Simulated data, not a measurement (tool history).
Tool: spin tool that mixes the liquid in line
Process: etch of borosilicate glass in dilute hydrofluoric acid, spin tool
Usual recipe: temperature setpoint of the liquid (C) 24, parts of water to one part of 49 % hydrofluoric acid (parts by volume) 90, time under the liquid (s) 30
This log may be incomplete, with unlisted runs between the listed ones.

| run | hour | temperature setpoint of the liquid (C) | parts of water to one part of 49 % hydrofluoric acid (parts by volume) | time under the liquid (s) | read-back film thickness of the borosilicate glass reference wafer, read on the same gauge (nm) | thickness taken off the borosilicate glass on a monitor wafer (nm) |
|---|---|---|---|---|---|---|
| 1 | 0 | 24 | 90 | 30 | 120 | 10.5 |
| 2 | 56.6 | 24 | 90 | 30 | 120.03 | 10.4 |
| 3 | 89.5 | 24 | 60 | 30 | 120 | 16.49 |
| 4 | 118.3 | 24 | 60 | 30 | 120.02 | 16.28 |
| 5 | 188.8 | 24 | 90 | 30 | 119.98 | 10.4 |
| 6 | 250.7 | 24 | 90 | 30 | 119.98 | 10.49 |
| 7 | 283 | 22.5 | 90 | 30 | 120.01 | 9.83 |
| 8 | 315.4 | 22.5 | 90 | 30 | 120.03 | 9.74 |
| 9 | 354.7 | 22.5 | 90 | 30 | 119.98 | 9.83 |
| 10 | 407.2 | 24 | 75 | 30 | 119.98 | 12.8 |
|  | 431.3 | hydrofluoric acid flow meter replaced |
| 11 | 451.5 | 24 | 75 | 30 | 119.97 | 12.69 |
| 12 | 485.2 | 24 | 75 | 30 | 120.02 | 12.67 |
|  | 498.5 | thermometer replaced |
| 13 | 526.2 | 25.5 | 65 | 30 | 120 | 15.61 |
| 14 | 589.5 | 25.5 | 65 | 30 | 119.99 | 15.81 |
| 15 | 636.6 | 22 | 90 | 25 | 119.98 | 7.97 |
| 16 | 707.5 | 24 | 90 | 30 | 119.98 | 10.32 |
|  | 733.1 | gauge calibrated |
| 17 | 760.7 | 24 | 90 | 30 | 119.98 | 10.38 |
| 18 | 790.4 | 19 | 90 | 30 | 120.01 | 8.47 |
| 19 | 817.6 | 24 | 90 | 30 | 119.99 | 10.48 |
| 20 | 856.2 | 24 | 75 | 30 | 119.99 | 12.78 |
| 21 | 894.4 | 24 | 65 | 15 | 119.99 | 7.51 |
| 22 | 942.4 | 20 | 120 | 30 | 120.01 | 6.43 |
| 23 | 971.6 | 20.5 | 105 | 35 | 120 | 8.87 |
| 24 | 1029.9 | 22 | 110 | 40 | 119.99 | 10.27 |
|  | 1069.6 | hydrofluoric acid flow meter replaced |
| 25 | 1095.3 | 19.5 | 130 | 15 | 119.97 | 2.84 |
| 26 | 1161 | 24 | 90 | 30 | 120 | 10.58 |
| 27 | 1232.9 | 24 | 90 | 50 | 120.06 | 17.4 |
| 28 | 1282.4 | 24 | 90 | 30 | 119.97 | 10.35 |
| 29 | 1331.7 | 24 | 45 | 20 | 119.98 | 14.77 |
| 30 | 1387.4 | 24 | 90 | 30 | 119.95 | 10.45 |
| 31 | 1421.6 | 28.5 | 90 | 30 | 120.02 | 12.42 |
| 32 | 1482.3 | 24 | 90 | 30 | 120.01 | 10.5 |
| 33 | 1528.3 | 19.5 | 75 | 15 | 119.94 | 5.33 |
| 34 | 1597.7 | 24 | 90 | 40 | 120 | 13.94 |

Here are 3 independent what-if runs from the current tool condition. What would each one return?
| A | 1598.1 | 28 | 90 | 30 | ? | ? |
| B | 1598.1 | 24 | 70 | 30 | ? | ? |
| C | 1598.1 | 20.5 | 70 | 15 | ? | ? |

| run | read-back film thickness of the borosilicate glass reference wafer, read on the same gauge (nm) | thickness taken off the borosilicate glass on a monitor wafer (nm) |
|---|---|---|
| A | 120 | 12.28 |
| B | 120 | 13.84 |
| C | 120 | 5.99 |
With no hidden state in the tool, these same runs would have given:
| run | thickness taken off the borosilicate glass on a monitor wafer (nm) |
|---|---|
| A | 12.28 |
| B | 13.84 |
| C | 5.99 |
